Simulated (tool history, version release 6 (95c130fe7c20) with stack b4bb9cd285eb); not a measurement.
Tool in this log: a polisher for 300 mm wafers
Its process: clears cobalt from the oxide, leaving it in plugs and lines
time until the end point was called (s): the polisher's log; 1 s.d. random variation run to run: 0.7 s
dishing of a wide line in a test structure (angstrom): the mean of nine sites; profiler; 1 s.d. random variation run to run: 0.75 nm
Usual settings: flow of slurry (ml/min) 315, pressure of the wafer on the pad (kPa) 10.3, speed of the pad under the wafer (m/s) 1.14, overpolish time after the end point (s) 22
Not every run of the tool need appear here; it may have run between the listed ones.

| run | hour | flow of slurry (ml/min) | pressure of the wafer on the pad (kPa) | speed of the pad under the wafer (m/s) | overpolish time after the end point (s) | wafers since the last listed run | wafers polished on this pad | hours since the slurry nozzle was cleaned | hours since the head pressure was calibrated | incoming thickness of the incoming film, nm | time until the end point was called (s) | dishing of a wide line in a test structure (angstrom) |
|---|---|---|---|---|---|---|---|---|---|---|---|---|
| 1 | 0.0 | 315 | 10.3 | 0.96 | 22 | 0 | 2416 | 319.0 | 62.2 | 347.4 | 102.8 | 425 |
| 2 | 94.3 | 315 | 10.3 | 0.96 | 22 | 932 | 3349 | 413.3 | 156.5 | 350.6 | 105.7 | 416 |
| 3 | 144.9 | 315 | 10.3 | 0.96 | 22 | 500 | 3849 | 463.9 | 207.1 | 344.5 | 105.0 | 425 |
|  | 183.2 | worn pad replaced by a new one |
|  | 219.2 | slurry nozzle cleaned |
| 4 | 394.9 | 315 | 10.3 | 1.14 | 22 | 2422 | 2083 | 175.7 | 457.1 | 353.7 | 88.6 | 472 |
| 5 | 468.7 | 315 | 10.3 | 1.14 | 22 | 729 | 2813 | 249.5 | 530.9 | 351.6 | 87.9 | 459 |
| 6 | 553.2 | 315 | 12.4 | 1.38 | 22 | 835 | 3649 | 334.0 | 615.4 | 352.2 | 64.8 | 527 |
|  | 600.1 | worn pad replaced by a new one |
| 7 | 607.0 | 315 | 12.4 | 1.38 | 22 | 492 | 68 | 387.8 | 669.2 | 353.3 | 62.3 | 561 |
| 8 | 666.5 | 315 | 12.4 | 1.38 | 22 | 588 | 656 | 447.3 | 728.7 | 355.0 | 61.7 | 542 |
| 9 | 762.1 | 315 | 11.7 | 1.14 | 13 | 945 | 1601 | 542.9 | 824.3 | 350.7 | 78.3 | 373 |
|  | 788.2 | head pressure recalibrated |
| 10 | 803.2 | 315 | 11.7 | 1.14 | 13 | 386 | 1988 | 584.0 | 15.0 | 348.8 | 78.5 | 359 |
|  | 814.4 | slurry nozzle cleaned |
| 11 | 896.2 | 315 | 11.7 | 1.14 | 13 | 909 | 2898 | 81.8 | 108.0 | 348.2 | 79.8 | 356 |
|  | 947.6 | worn pad replaced by a new one |
| 12 | 988.2 | 315 | 10.3 | 1.14 | 22 | 870 | 401 | 173.8 | 200.0 | 345.9 | 83.3 | 470 |
| 13 | 1027.1 | 315 | 10.3 | 1.14 | 22 | 384 | 786 | 212.7 | 238.9 | 349.3 | 85.0 | 481 |
| 14 | 1109.9 | 220 | 13.8 | 1.44 | 17 | 818 | 1605 | 295.5 | 321.7 | 351.0 | 57.1 | 511 |
| 15 | 1189.4 | 360 | 8.3 | 1.36 | 22 | 786 | 2391 | 375.0 | 401.2 | 343.6 | 85.4 | 469 |
| 16 | 1237.7 | 405 | 11.7 | 1.14 | 17 | 477 | 2868 | 423.3 | 449.5 | 352.1 | 78.2 | 434 |
| 17 | 1288.8 | 230 | 10.3 | 0.94 | 12 | 505 | 3374 | 474.4 | 500.6 | 345.6 | 107.7 | 278 |
|  | 1314.7 | worn pad replaced by a new one |
| 18 | 1328.9 | 315 | 7.6 | 1.14 | 28 | 356 | 140 | 514.5 | 540.7 | 353.0 | 109.1 | 463 |
|  | 1377.8 | slurry nozzle cleaned |
| 19 | 1421.1 | 315 | 8.3 | 1.38 | 22 | 901 | 1042 | 43.3 | 632.9 | 349.6 | 85.5 | 473 |
| 20 | 1457.5 | 350 | 10.3 | 0.78 | 10 | 359 | 1402 | 79.7 | 669.3 | 351.7 | 123.4 | 222 |
| 21 | 1552.1 | 420 | 13.8 | 1.42 | 33 | 935 | 2337 | 174.3 | 763.9 | 347.4 | 53.6 | 610 |
| 22 | 1627.3 | 315 | 10.3 | 1.14 | 22 | 743 | 3081 | 249.5 | 839.1 | 343.0 | 86.4 | 463 |
|  | 1676.5 | worn pad replaced by a new one |
| 23 | 1708.7 | 315 | 10.3 | 1.14 | 22 | 765 | 318 | 330.9 | 920.5 | 352.7 | 84.9 | 458 |
| 24 | 1780.5 | 315 | 12.4 | 1.46 | 12 | 709 | 1028 | 402.7 | 992.3 | 342.6 | 57.2 | 417 |
|  | 1785.8 | head pressure recalibrated |
| 25 | 1835.4 | 315 | 10.3 | 1.14 | 22 | 523 | 1551 | 457.6 | 49.6 | 347.9 | 86.1 | 483 |

Predict the results of run 26:
| 26 | 1894.2 | 355 | 10.3 | 1.14 | 33 | 581 | 2132 | 516.4 | 108.4 | 346.8 | ? | ? |

Run 26 yielded time until the end point was called (s) 85.5, dishing of a wide line in a test structure (angstrom) 557.
With the hidden condition absent and the run-to-run variation left alone, this run would have shown time until the end point was called (s) 82.0, dishing of a wide line in a test structure (angstrom) 564.

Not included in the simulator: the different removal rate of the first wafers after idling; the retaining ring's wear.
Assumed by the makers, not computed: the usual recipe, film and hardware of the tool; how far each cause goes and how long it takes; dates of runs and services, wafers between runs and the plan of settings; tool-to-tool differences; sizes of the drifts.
